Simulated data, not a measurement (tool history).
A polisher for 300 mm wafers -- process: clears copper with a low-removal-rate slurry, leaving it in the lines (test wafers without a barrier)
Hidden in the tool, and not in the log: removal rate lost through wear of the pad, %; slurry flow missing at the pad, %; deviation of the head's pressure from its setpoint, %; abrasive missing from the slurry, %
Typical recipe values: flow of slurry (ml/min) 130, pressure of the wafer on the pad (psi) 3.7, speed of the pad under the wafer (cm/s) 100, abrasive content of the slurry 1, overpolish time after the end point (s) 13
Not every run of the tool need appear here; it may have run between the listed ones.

run,hour,flow of slurry (ml/min),pressure of the wafer on the pad (psi),speed of the pad under the wafer (cm/s),abrasive content of the slurry,overpolish time after the end point (s),wafers since the last listed run,wafers polished on this pad,hours since the slurry nozzle was cleaned,hours since the head pressure was calibrated,hours since the slurry blender was calibrated,"incoming thickness of the incoming film, nm",time until the end point was called (s),dishing of a wide line in a test structure (nm)
1,0,130,3.7,100,1,13,0,991,173.2,701.3,235.6,332.1,68.2,36.6
2,7.9,130,3.7,100,1,13,79,1070,181.1,709.2,243.5,330.9,67.3,34.8
# hour 15.8: worn pad replaced by a new one
3,17.2,130,3.7,100,1,13,53,14,190.4,718.5,252.8,339.5,69.2,36.4
4,24.8,130,3.7,100,1,13,76,90,198,726.1,260.4,336.5,69.2,36.1
5,30.9,130,3.7,100,1,13,61,152,204.1,732.2,266.5,335.3,69,36.9
6,45.3,130,3.7,100,1,13,144,296,218.5,746.6,280.9,337.7,70,35.7
7,61.4,130,3.7,100,1,13,161,458,234.6,762.7,297,329.7,68.7,36.4
8,69.3,120,3.7,100,0.8,13,79,538,242.5,770.6,304.9,341.8,78.1,33.8
9,85,120,3.7,100,0.8,13,157,696,258.2,786.3,320.6,332.8,76.9,32.6
10,92.1,130,3.7,100,1,8,71,767,265.3,793.4,327.7,334.8,70.5,23.4
# hour 94.5: head pressure recalibrated
11,99.2,130,3.7,100,1,8,51,819,272.4,4.7,334.8,330.6,70.1,21.9
# hour 110.5: worn pad replaced by a new one
12,112.2,130,3.7,76,1.1,13,90,16,285.4,17.7,347.8,332.8,90.6,28.9
# hour 121.5: slurry blender recalibrated
13,126.4,155,4.3,100,1.2,9,122,139,299.6,31.9,4.9,334.6,57,30.4
14,144.5,130,3.7,130,1,16,182,321,317.7,50,23,330.6,55.9,51.6
# hour 150: slurry nozzle cleaned
15,152.6,130,3.7,100,1,13,71,392,2.6,58.1,31.1,333.5,66.6,37.5
16,163.3,115,3.7,100,1,13,107,500,13.3,68.8,41.8,334.9,68.8,35.7
17,170.4,165,4.8,100,1,13,71,571,20.4,75.9,48.9,327.8,50.1,45.5
18,187.7,130,3.7,100,1,13,174,745,37.7,93.2,66.2,335.6,67.7,36.4
19,197.7,130,3.7,100,0.7,13,100,846,47.7,103.2,76.2,329,72.5,33.2
# hour 208.5: worn pad replaced by a new one
20,208.8,130,2.8,74,1,17,71,3,58.8,114.3,87.3,339.1,114.6,30.6
21,222.9,160,3.7,74,1,13,141,144,72.9,128.4,101.4,330.9,85.4,28.9
22,239.9,140,3.7,100,1,13,171,315,89.9,145.4,118.4,335.7,65.7,36.1
23,247.8,130,4.4,100,1,17,79,395,97.8,153.3,126.3,334.3,57.5,50.6
24,263.8,130,3.7,100,1,13,160,556,113.8,169.3,142.3,338,67.5,37.3

Run 25, settings as shown, results not yet in. Your forecast:
25,276.8,130,3.7,132,1,13,130,687,126.8,182.3,155.3,331.7,?,?

time until the end point was called (s): 50.6
dishing of a wide line in a test structure (nm): 45.3
Take away the tool's hidden state, keep the run-to-run variation as it was, and the same run would have given time until the end point was called (s) 50, dishing of a wide line in a test structure (nm) 45.7.

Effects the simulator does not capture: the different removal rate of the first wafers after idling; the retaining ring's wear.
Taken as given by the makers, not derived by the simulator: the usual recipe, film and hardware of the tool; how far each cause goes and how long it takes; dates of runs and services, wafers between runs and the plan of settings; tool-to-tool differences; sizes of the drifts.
